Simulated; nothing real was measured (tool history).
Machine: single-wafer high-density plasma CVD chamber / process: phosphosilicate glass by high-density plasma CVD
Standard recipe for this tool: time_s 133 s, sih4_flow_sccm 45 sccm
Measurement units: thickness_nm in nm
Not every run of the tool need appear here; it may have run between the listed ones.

| run | hour | time_s | sih4_flow_sccm | wafers since the last listed run | hours since the silane flow controller was replaced | hours since the gauge calibration | read-back reference wafer on the same gauge, thickness_nm | thickness_nm |
|---|---|---|---|---|---|---|---|---|
| 1 | 0 | 133 | 45 | 0 | 3109.7 | 36.6 | 699.76 | 556.816 |
| 2 | 12.3 | 133 | 45 | 143 | 3122 | 48.9 | 700.147 | 559.694 |
| 3 | 93.5 | 133 | 45 | 950 | 3203.2 | 130.1 | 699.802 | 560.017 |
| 4 | 111.3 | 133 | 45 | 208 | 3221 | 147.9 | 699.769 | 557.214 |
| 5 | 144.9 | 133 | 45 | 393 | 3254.6 | 181.5 | 699.965 | 556.012 |
| 6 | 171.3 | 133 | 45 | 308 | 3281 | 207.9 | 699.887 | 555.954 |
|  | 199.7 | silane flow controller replaced |
| 7 | 200.8 | 133 | 45 | 251 | 1.1 | 237.4 | 700.045 | 542.372 |
| 8 | 212.9 | 142 | 41 | 141 | 13.2 | 249.5 | 699.884 | 527.41 |
| 9 | 241.7 | 144 | 45 | 337 | 42 | 278.3 | 700.131 | 588.7 |
| 10 | 254.1 | 144 | 45 | 145 | 54.4 | 290.7 | 700.142 | 587.557 |
| 11 | 283.2 | 144 | 45 | 340 | 83.5 | 319.8 | 700.042 | 586.528 |
| 12 | 302.8 | 133 | 45 | 229 | 103.1 | 339.4 | 699.799 | 542.257 |
|  | 316.7 | silane flow controller replaced, repeated, since the last time left the tool worse |
| 13 | 325.9 | 150 | 45 | 176 | 9.2 | 362.5 | 700.123 | 661.617 |
| 14 | 341.1 | 154 | 42 | 177 | 24.4 | 377.7 | 700.186 | 631.466 |
| 15 | 359.6 | 121 | 41 | 216 | 42.9 | 396.2 | 700.011 | 485.511 |
| 16 | 375 | 133 | 45 | 180 | 58.3 | 411.6 | 699.997 | 586.837 |
|  | 395.3 | gauge calibrated |
| 17 | 409.8 | 153 | 53 | 407 | 93.1 | 14.5 | 700.372 | 792.258 |
| 18 | 443.4 | 107 | 41 | 393 | 126.7 | 48.1 | 700.172 | 427.979 |
| 19 | 474.9 | 153 | 38 | 368 | 158.2 | 79.6 | 699.84 | 566.724 |
| 20 | 496.6 | 120 | 51 | 253 | 179.9 | 101.3 | 699.958 | 596.153 |
| 21 | 514.3 | 133 | 50 | 207 | 197.6 | 119 | 700.161 | 650.233 |
| 22 | 527.1 | 110 | 42 | 149 | 210.4 | 131.8 | 700.195 | 451.298 |
| 23 | 557.2 | 133 | 37 | 352 | 240.5 | 161.9 | 700.031 | 480.663 |

4 options for the next run, each taken on its own from the tool as it stands now. Forecast them:
| A | 557.6 | 133 | 45 | 4 | 240.9 | 162.3 | ? | ? |
| B | 557.6 | 115 | 39 | 4 | 240.9 | 162.3 | ? | ? |
| C | 557.6 | 146 | 48 | 4 | 240.9 | 162.3 | ? | ? |
| D | 557.6 | 159 | 40 | 4 | 240.9 | 162.3 | ? | ? |

| run | read-back reference wafer on the same gauge, thickness_nm | thickness_nm |
|---|---|---|
| A | 700.198 | 583.411 |
| B | 700.198 | 437.193 |
| C | 700.198 | 683.132 |
| D | 700.198 | 619.965 |
Had the tool no hidden state, the same runs would have come out as:
| run | thickness_nm |
|---|---|
| A | 587.044 |
| B | 439.915 |
| C | 687.386 |
| D | 623.826 |

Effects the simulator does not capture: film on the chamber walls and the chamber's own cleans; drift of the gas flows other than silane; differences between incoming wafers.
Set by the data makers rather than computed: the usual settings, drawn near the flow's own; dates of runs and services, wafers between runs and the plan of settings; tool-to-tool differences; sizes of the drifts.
